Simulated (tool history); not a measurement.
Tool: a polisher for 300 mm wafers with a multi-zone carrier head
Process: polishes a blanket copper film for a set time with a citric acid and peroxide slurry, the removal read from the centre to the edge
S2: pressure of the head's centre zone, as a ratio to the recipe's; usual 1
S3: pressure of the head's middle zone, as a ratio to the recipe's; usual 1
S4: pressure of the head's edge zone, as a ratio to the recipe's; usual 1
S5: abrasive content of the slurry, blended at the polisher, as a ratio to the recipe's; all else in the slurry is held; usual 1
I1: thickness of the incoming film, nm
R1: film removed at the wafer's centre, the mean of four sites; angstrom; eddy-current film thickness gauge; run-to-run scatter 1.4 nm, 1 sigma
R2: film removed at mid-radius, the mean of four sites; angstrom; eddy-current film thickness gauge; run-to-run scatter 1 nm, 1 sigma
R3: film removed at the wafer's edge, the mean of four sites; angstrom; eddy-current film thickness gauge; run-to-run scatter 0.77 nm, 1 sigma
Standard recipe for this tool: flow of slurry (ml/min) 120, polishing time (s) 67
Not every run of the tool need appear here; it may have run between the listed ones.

Run 1, hour 0: usual settings but S3 0.92, S4 0.95; I1 1176.6. Result: R1 997 angstrom, R2 930 angstrom, R3 978 angstrom.
Run 2, hour 38.7: usual settings but S3 0.93; I1 1149.6. Result: R1 978 angstrom, R2 914 angstrom, R3 983 angstrom.
Run 3, hour 116.1: usual settings but S3 0.93; I1 1152.4. Result: R1 977 angstrom, R2 909 angstrom, R3 980 angstrom.
Run 4, hour 184.9: usual settings; I1 1165.9. Result: R1 964 angstrom, R2 952 angstrom, R3 965 angstrom.
Run 5, hour 269.1: usual settings; I1 1167.6. Result: R1 948 angstrom, R2 932 angstrom, R3 925 angstrom.
Run 6, hour 376.7: usual settings but flow of slurry (ml/min) 95, S2 0.92, S4 0.97, S5 1.25; I1 1137.7. Result: R1 821 angstrom, R2 896 angstrom, R3 893 angstrom.
Run 7, hour 443.4: usual settings but flow of slurry (ml/min) 105, S3 1.1; I1 1144.1. Result: R1 854 angstrom, R2 941 angstrom, R3 871 angstrom.
Run 8, hour 522.6: usual settings but flow of slurry (ml/min) 135, S4 1.06; I1 1181.6. Result: R1 895 angstrom, R2 898 angstrom, R3 915 angstrom.
Run 9, hour 690.4: usual settings but S4 0.9, polishing time (s) 76; I1 1158. Result: R1 1107 angstrom, R2 1097 angstrom, R3 1050 angstrom.
Run 10, hour 792.7: usual settings but flow of slurry (ml/min) 85, S4 1.06; I1 1146.4. Result: R1 851 angstrom, R2 845 angstrom, R3 915 angstrom.
Run 11, hour 856.1: usual settings but S4 1.05, S5 1.15; I1 1148.7. Result: R1 944 angstrom, R2 964 angstrom, R3 975 angstrom.
Run 12, hour 962.7: usual settings but flow of slurry (ml/min) 135, S2 0.89, S4 1.09, S5 0.8; I1 1181.6. Result: R1 823 angstrom, R2 896 angstrom, R3 928 angstrom.
Run 13, hour 999.1: usual settings but S2 1.11, S3 0.89, polishing time (s) 85; I1 1155.6. Result: R1 1239 angstrom, R2 1053 angstrom, R3 1142 angstrom.
Run 14, hour 1042.2: usual settings but S4 0.94; I1 1164.2. Result: R1 901 angstrom, R2 868 angstrom, R3 866 angstrom.
Run 15, hour 1133.3: usual settings but S2 1.04, S5 0.9; I1 1156.4. Result: R1 1019 angstrom, R2 939 angstrom, R3 964 angstrom.
Run 16, hour 1171.6: usual settings but flow of slurry (ml/min) 135, S3 1.04, S5 1.3, polishing time (s) 57; I1 1138. Result: R1 894 angstrom, R2 917 angstrom, R3 879 angstrom.
Run 17, hour 1276.7: usual settings but S4 0.89, S5 0.85, polishing time (s) 77; I1 1175. Result: R1 1073 angstrom, R2 1036 angstrom, R3 1022 angstrom.
Run 18, hour 1318.2: usual settings but flow of slurry (ml/min) 130, S3 0.95; I1 1157.1. Result: R1 949 angstrom, R2 913 angstrom, R3 949 angstrom.
Run 19, hour 1638: usual settings; I1 1171.7. Result: R1 972 angstrom, R2 969 angstrom, R3 997 angstrom.
Run 20, hour 1692.3: usual settings but S2 1.1; I1 1170.6. Result: R1 1046 angstrom, R2 954 angstrom, R3 985 angstrom.
Run 21, hour 1745.6: usual settings; I1 1156.2. Result: R1 968 angstrom, R2 949 angstrom, R3 964 angstrom.

Put back what was entered between runs (12 entries, withheld): which listed runs does each sit between, and how does the hidden state differ from the listed run before to the listed run after?
Runs 2 to 3: centre zone pressure recalibrated (hour 70.9); carrier head's membrane replaced by a new one (hour 90.8)
  removal rate lost through wear of the pad, %: 2.18 -> 3.93
  the result without the hidden state subtracted from the measured one, R1: -22 -> -40 angstrom; R2: -20 -> -37 angstrom; R3: -22 -> -40 angstrom
Runs 5 to 6: edge zone pressure recalibrated (hour 296.2)
  removal rate lost through wear of the pad, %: 7.4 -> 9.83
  the result without the hidden state subtracted from the measured one, R1: -76 -> -90 angstrom; R2: -74 -> -97 angstrom; R3: -73 -> -97 angstrom
Runs 6 to 7: slurry nozzle cleaned (hour 387.6)
  removal rate lost through wear of the pad, %: 9.83 -> 11.3
  the result without the hidden state subtracted from the measured one, R1: -90 -> -109 angstrom; R2: -97 -> -120 angstrom; R3: -97 -> -112 angstrom
Runs 8 to 9: worn pad replaced by a new one (hour 547.2)
  removal rate lost through wear of the pad, %: 13.1 -> 4.07
  the result without the hidden state subtracted from the measured one, R1: -135 -> -47 angstrom; R2: -136 -> -47 angstrom; R3: -138 -> -44 angstrom
Runs 9 to 10: centre zone pressure recalibrated (hour 789.2)
  removal rate lost through wear of the pad, %: 4.07 -> 6.39
  the result without the hidden state subtracted from the measured one, R1: -47 -> -58 angstrom; R2: -47 -> -58 angstrom; R3: -44 -> -63 angstrom
Runs 13 to 14: carrier head's membrane replaced by a new one (hour 1033.2)
  removal rate lost through wear of the pad, %: 11.1 -> 12
  the result without the hidden state subtracted from the measured one, R1: -154 -> -123 angstrom; R2: -131 -> -119 angstrom; R3: -142 -> -119 angstrom
Runs 14 to 15: worn pad replaced by a new one (hour 1072.4)
  removal rate lost through wear of the pad, %: 12 -> 3.57
  the result without the hidden state subtracted from the measured one, R1: -123 -> -38 angstrom; R2: -119 -> -34 angstrom; R3: -119 -> -36 angstrom
Runs 16 to 17: slurry nozzle cleaned (hour 1216.8)
  removal rate lost through wear of the pad, %: 4.44 -> 6.81
  the result without the hidden state subtracted from the measured one, R1: -42 -> -78 angstrom; R2: -43 -> -76 angstrom; R3: -41 -> -75 angstrom
Runs 18 to 19: edge zone pressure recalibrated (hour 1402.1); centre zone pressure recalibrated (hour 1473.4); worn pad replaced by a new one (hour 1540.4)
  removal rate lost through wear of the pad, %: 7.75 -> 2.83
  the result without the hidden state subtracted from the measured one, R1: -80 -> -28 angstrom; R2: -76 -> -28 angstrom; R3: -79 -> -30 angstrom
